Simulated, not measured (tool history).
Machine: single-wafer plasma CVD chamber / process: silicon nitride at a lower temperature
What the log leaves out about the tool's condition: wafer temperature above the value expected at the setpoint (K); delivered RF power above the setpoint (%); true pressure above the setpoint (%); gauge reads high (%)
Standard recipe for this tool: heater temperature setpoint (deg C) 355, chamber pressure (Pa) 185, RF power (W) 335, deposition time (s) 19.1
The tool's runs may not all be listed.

run	day	heater temperature setpoint (deg C)	chamber pressure (Pa)	RF power (W)	deposition time (s)	wafers since the last listed run	hours since the last thermocouple change	hours since the last RF generator calibration	hours since the last manometer calibration	hours since the showerhead was replaced	hours since the gauge calibration	read-back reference wafer on the same gauge, thickness_nm	mean film thickness on the monitor wafer (angstrom)
1	0	355	185	335	19.1	0	1453.5	695.3	1456	4831.5	478.4	18.812	227.36
2	2.679	355	185	335	19.1	1407	1517.8	759.6	1520.3	4895.8	542.7	18.809	226.46
3	4.892	355	185	335	19.1	1162	1570.9	812.7	1573.4	4948.9	595.8	18.805	226.11
4	6.7	355	185	335	19.1	950	1614.3	856.1	1616.8	4992.3	639.2	18.767	223.85
5	8.617	355	185	335	19.1	1006	1660.3	902.1	1662.8	5038.3	685.2	18.777	223.87
6	11.425	355	185	300	19.1	1475	1727.7	969.5	1730.2	5105.7	752.6	18.804	203.4
7	13.025	355	185	300	19.1	840	1766.1	1007.9	1768.6	5144.1	791	18.789	203.21
# day 13.779: gauge calibrated
8	14.742	355	185	300	19.1	901	1807.3	1049.1	1809.8	5185.3	23.1	18.789	200.32
9	16.675	355	185	335	19.1	1015	1853.7	1095.5	1856.2	5231.7	69.5	18.797	221.75
# day 17.129: RF generator calibrated
10	19.433	355	185	335	19.1	1274	1919.9	55.3	1922.4	5297.9	135.7	18.79	215.84
11	20.712	355	185	335	19.1	672	1950.6	86	1953.1	5328.6	166.4	18.806	214.82
12	21.988	355	185	335	19.1	669	1981.2	116.6	1983.7	5359.2	197	18.826	213.6
# day 22.617: capacitance manometer re-zeroed and calibrated
13	23.192	365	156	335	20.9	457	2010.1	145.5	13.8	5388.1	225.9	18.819	219.77
# day 23.533: RF generator calibrated, repeated, since the last time left the tool worse
14	24.212	355	228	375	19.1	361	2034.6	16.3	38.3	5412.6	250.4	18.803	270.76
# day 25.846: thermocouple changed; heater temperature recalibrated
15	26.775	355	149	295	19.1	1171	22.3	77.8	99.8	5474.1	311.9	18.804	190.43
16	28.05	355	185	335	19.1	669	52.9	108.4	130.4	5504.7	342.5	18.786	229.68
17	29.629	343	185	355	19.1	829	90.8	146.3	168.3	5542.6	380.4	18.805	245.42
18	31.608	350	208	385	22.6	1039	138.3	193.8	215.8	5590.1	427.9	18.809	317.43
# day 32.825: showerhead replaced
19	34.429	365	185	335	19.1	1306	206	261.5	283.5	38.5	495.6	18.793	229.77
20	36.008	349	185	335	19.1	829	243.9	299.4	321.4	76.4	533.5	18.815	230.74
21	37.483	355	185	335	19.1	774	279.3	334.8	356.8	111.8	568.9	18.81	229.94
22	38.554	355	185	315	19.1	562	305	360.5	382.5	137.5	594.6	18.817	218.55
# day 41.117: gauge calibrated
23	41.292	355	185	335	19.1	1438	370.7	426.2	448.2	203.2	4.2	18.786	229.45
24	43.862	355	185	335	22.2	1350	432.4	487.9	509.9	264.9	65.9	18.803	268.27
25	45.525	363	161	335	19.1	873	472.3	527.8	549.8	304.8	105.8	18.794	219.53

Forecast each of these 4 alternatives for the next run:
A	45.542	360	185	335	19.1	8	472.7	528.2	550.2	305.2	106.2	?	?
B	45.542	340	227	275	22.3	8	472.7	528.2	550.2	305.2	106.2	?	?
C	45.542	345	207	270	19.1	8	472.7	528.2	550.2	305.2	106.2	?	?
D	45.542	355	151	335	20.9	8	472.7	528.2	550.2	305.2	106.2	?	?

run	read-back reference wafer on the same gauge, thickness_nm	mean film thickness on the monitor wafer (angstrom)
A	18.816	227.33
B	18.816	234.84
C	18.816	191.97
D	18.816	234.24
With no hidden state in the tool, these same runs would have given:
run	mean film thickness on the monitor wafer (angstrom)
A	229.42
B	237.23
C	193.92
D	236.38
